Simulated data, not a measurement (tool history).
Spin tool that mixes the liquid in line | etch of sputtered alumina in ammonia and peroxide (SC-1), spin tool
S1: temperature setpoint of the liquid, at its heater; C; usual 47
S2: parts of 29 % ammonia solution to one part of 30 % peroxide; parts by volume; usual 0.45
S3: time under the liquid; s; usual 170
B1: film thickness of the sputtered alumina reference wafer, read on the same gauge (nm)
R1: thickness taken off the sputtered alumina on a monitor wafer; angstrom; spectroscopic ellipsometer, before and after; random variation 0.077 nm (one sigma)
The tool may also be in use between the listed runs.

run,hour,S1,S2,S3,B1,R1
1,0,47,0.45,245,110,207.1
2,7.6,47,0.45,170,110,144.2
3,19.9,47,0.45,170,109.99,146.8
4,26.5,47,0.45,170,109.99,147.1
5,37.2,47,0.45,170,110,147.3
6,45.2,47,0.45,170,110.01,145.4
7,56.2,47,0.45,170,110.03,147.5
# hour 62.2: new drum of ammonia solution connected
8,62.8,47,0.45,145,110.01,124.6
# hour 75.8: gauge calibrated
9,78,47,0.45,145,109.99,125.8
10,88.5,39.5,0.4,170,110,96
# hour 101.8: thermometer replaced
11,104.8,47,0.45,115,110.02,86.7
12,110.9,50,0.6,115,110,104.7
13,128.8,47,0.3,135,109.99,98.2
14,142.7,47,0.45,170,109.99,129.8
# hour 150: ammonia flow meter replaced
15,152.2,41.5,0.35,235,110.01,126.6
16,158.2,53.5,0.35,80,109.99,83.7
17,173.8,47,0.45,255,110,194.6
# hour 183.1: heated supply line repaired
18,183.6,50,0.45,170,110.01,151.4
19,190.4,40.5,0.6,170,110,91.7
20,206.6,47,0.35,120,109.98,89.2
21,214.8,52,0.45,170,110,171.4
22,229.3,50.5,0.5,240,109.99,225.1
23,240.5,47,0.5,170,110.01,131.9
24,257.6,50.5,0.45,170,109.99,156.1

5 ways to go on from here, each from the tool as it stands after run 24. What would each give?
A,258.1,47,0.45,170,?,?
B,258.1,47,0.3,170,?,?
C,258.1,56,0.3,170,?,?
D,258.1,53.5,0.3,270,?,?
E,258.1,42.5,0.45,170,?,?

run,B1,R1
A,110.01,130.5
B,110.01,125.5
C,110.01,204.7
D,110.01,284.7
E,110.01,101
Without the tool's hidden state the same runs would have given:
run,R1
A,127.9
B,123.1
C,201
D,279.4
E,98.9

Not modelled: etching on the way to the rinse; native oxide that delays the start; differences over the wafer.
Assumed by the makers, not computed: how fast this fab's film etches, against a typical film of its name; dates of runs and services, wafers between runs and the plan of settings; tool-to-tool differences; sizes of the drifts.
